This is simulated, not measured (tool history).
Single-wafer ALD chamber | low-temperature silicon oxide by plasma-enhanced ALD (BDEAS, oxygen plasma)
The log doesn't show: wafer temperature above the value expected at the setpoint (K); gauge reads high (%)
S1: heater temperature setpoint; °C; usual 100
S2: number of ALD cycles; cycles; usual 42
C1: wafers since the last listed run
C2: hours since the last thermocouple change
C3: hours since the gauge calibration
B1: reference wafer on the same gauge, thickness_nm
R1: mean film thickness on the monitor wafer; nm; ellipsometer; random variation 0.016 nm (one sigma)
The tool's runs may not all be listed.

run,hour,S1,S2,C1,C2,C3,B1,R1
1,0.0,100,49,0,989.1,48.0,5.823,7.407
2,11.1,100,49,100,1000.2,59.1,5.815,7.376
3,29.0,100,42,161,1018.1,77.0,5.818,6.311
4,44.4,100,42,139,1033.5,92.4,5.819,6.332
5,58.0,100,42,122,1047.1,106.0,5.824,6.326
6,66.7,95,42,78,1055.8,114.7,5.816,6.457
7,77.1,95,42,93,1066.2,125.1,5.816,6.435
# hour 91.3: thermocouple changed; heater temperature recalibrated
8,91.8,95,42,60,0.5,139.8,5.821,6.423
9,96.8,100,42,45,5.5,144.8,5.824,6.322
10,110.9,89,45,127,19.6,158.9,5.820,7.012
# hour 111.7: gauge calibrated
11,125.0,100,42,127,33.7,13.3,5.813,6.351
12,132.8,107,46,70,41.5,21.1,5.821,6.818
13,139.4,109,34,59,48.1,27.7,5.815,5.034
14,153.2,89,42,124,61.9,41.5,5.820,6.564
15,171.1,100,36,161,79.8,59.4,5.823,5.420
16,177.1,100,42,54,85.8,65.4,5.826,6.292
17,193.0,107,35,143,101.7,81.3,5.824,5.196
18,207.2,100,42,128,115.9,95.5,5.824,6.327

What the log doesn't show, run by run:
wafer temperature above the value expected at the setpoint (K): 0 in every run
gauge reads high (%): 0 in every run
